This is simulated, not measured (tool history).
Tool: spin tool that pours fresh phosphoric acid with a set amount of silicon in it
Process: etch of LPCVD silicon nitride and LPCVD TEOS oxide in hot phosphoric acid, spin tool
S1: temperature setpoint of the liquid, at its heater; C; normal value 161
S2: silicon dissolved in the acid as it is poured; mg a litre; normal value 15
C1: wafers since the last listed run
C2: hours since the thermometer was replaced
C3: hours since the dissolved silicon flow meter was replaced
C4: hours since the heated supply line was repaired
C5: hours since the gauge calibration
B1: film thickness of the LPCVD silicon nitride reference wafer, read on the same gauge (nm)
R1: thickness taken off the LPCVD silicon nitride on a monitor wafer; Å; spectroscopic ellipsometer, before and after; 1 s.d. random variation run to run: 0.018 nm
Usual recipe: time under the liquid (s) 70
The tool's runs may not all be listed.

Run 1, hour 0: usual settings; C1 0; C2 1329.1; C3 1396.5; C4 2478.9; C5 151.5; B1 139.99. Result: R1 57.6 Å.
At hour 4.6: gauge calibrated.
Run 2, hour 17.9: usual settings but S1 159.5 C; C1 107; C2 1347; C3 1414.4; C4 2496.8; C5 13.3; B1 139.99. Result: R1 54.8 Å.
Run 3, hour 26.7: usual settings but S1 159.5 C; C1 52; C2 1355.8; C3 1423.2; C4 2505.6; C5 22.1; B1 139.97. Result: R1 54.9 Å.
Run 4, hour 40.8: usual settings but S1 159.5 C; C1 84; C2 1369.9; C3 1437.3; C4 2519.7; C5 36.2; B1 140.03. Result: R1 55 Å.
At hour 85.1: thermometer replaced.
Run 5, hour 90.1: usual settings; C1 288; C2 5; C3 1486.6; C4 2569; C5 85.5; B1 139.99. Result: R1 52.4 Å.
Run 6, hour 105.3: usual settings; C1 90; C2 20.2; C3 1501.8; C4 2584.2; C5 100.7; B1 140. Result: R1 52.6 Å.
Run 7, hour 113.1: usual settings; C1 46; C2 28; C3 1509.6; C4 2592; C5 108.5; B1 140.02. Result: R1 52.6 Å.
Run 8, hour 121.1: usual settings; C1 47; C2 36; C3 1517.6; C4 2600; C5 116.5; B1 140.02. Result: R1 52.3 Å.
Run 9, hour 130.9: usual settings; C1 58; C2 45.8; C3 1527.4; C4 2609.8; C5 126.3; B1 139.97. Result: R1 52.5 Å.
Run 10, hour 146.6: usual settings but S1 163 C; C1 93; C2 61.5; C3 1543.1; C4 2625.5; C5 142; B1 140. Result: R1 56.1 Å.
At hour 154.6: heated supply line repaired.
At hour 154.9: dissolved silicon flow meter replaced.
Run 11, hour 156.2: usual settings but S1 163 C, S2 11.5 mg a litre, time under the liquid (s) 55; C1 50; C2 71.1; C3 1.3; C4 1.6; C5 151.6; B1 140. Result: R1 50.8 Å.
Run 12, hour 162.4: usual settings but S1 162.5 C, S2 7 mg a litre, time under the liquid (s) 50; C1 37; C2 77.3; C3 7.5; C4 7.8; C5 157.8; B1 140.01. Result: R1 45.3 Å.
At hour 166.6: gauge calibrated.
Run 13, hour 170.1: usual settings but S1 158 C, S2 3.5 mg a litre, time under the liquid (s) 50; C1 46; C2 85; C3 15.2; C4 15.5; C5 3.5; B1 140.01. Result: R1 38.8 Å.
Run 14, hour 176.7: usual settings but S1 158 C, S2 11.5 mg a litre, time under the liquid (s) 60; C1 39; C2 91.6; C3 21.8; C4 22.1; C5 10.1; B1 139.97. Result: R1 46.7 Å.
Run 15, hour 187.2: usual settings but S2 20 mg a litre, time under the liquid (s) 110; C1 62; C2 102.1; C3 32.3; C4 32.6; C5 20.6; B1 139.99. Result: R1 95 Å.
Run 16, hour 194: usual settings but S2 23.5 mg a litre; C1 40; C2 108.9; C3 39.1; C4 39.4; C5 27.4; B1 139.99. Result: R1 60.6 Å.
Run 17, hour 206.5: usual settings but S1 162 C, time under the liquid (s) 100; C1 74; C2 121.4; C3 51.6; C4 51.9; C5 39.9; B1 139.98. Result: R1 88.6 Å.
Run 18, hour 221.4: usual settings; C1 89; C2 136.3; C3 66.5; C4 66.8; C5 54.8; B1 140. Result: R1 60.6 Å.
Run 19, hour 227.5: usual settings but S2 10 mg a litre, time under the liquid (s) 35; C1 36; C2 142.4; C3 72.6; C4 72.9; C5 60.9; B1 140.02. Result: R1 30.3 Å.
Run 20, hour 235.2: usual settings; C1 46; C2 150.1; C3 80.3; C4 80.6; C5 68.6; B1 140.01. Result: R1 60.6 Å.
Run 21, hour 245.5: usual settings but S1 162 C, S2 18.5 mg a litre, time under the liquid (s) 100; C1 61; C2 160.4; C3 90.6; C4 90.9; C5 78.9; B1 140.03. Result: R1 89.5 Å.

3 ways to go on from here, each from the tool as it stands after run 21. What would each give?
Run A, hour 245.9: usual settings; C1 2; C2 160.8; C3 91; C4 91.3; C5 79.3; B1 ?. Result: R1 ?.
Run B, hour 245.9: usual settings but S1 162 C; C1 2; C2 160.8; C3 91; C4 91.3; C5 79.3; B1 ?. Result: R1 ?.
Run C, hour 245.9: usual settings but time under the liquid (s) 40; C1 2; C2 160.8; C3 91; C4 91.3; C5 79.3; B1 ?. Result: R1 ?.

run      B1    R1
  A  140.01  60.5
  B  140.01  62.6
  C  140.01  34.6
Take away the tool's hidden state, keep each run's random variation, and the runs would have read:
run    R1
  A  60.1
  B  62.2
  C  34.4

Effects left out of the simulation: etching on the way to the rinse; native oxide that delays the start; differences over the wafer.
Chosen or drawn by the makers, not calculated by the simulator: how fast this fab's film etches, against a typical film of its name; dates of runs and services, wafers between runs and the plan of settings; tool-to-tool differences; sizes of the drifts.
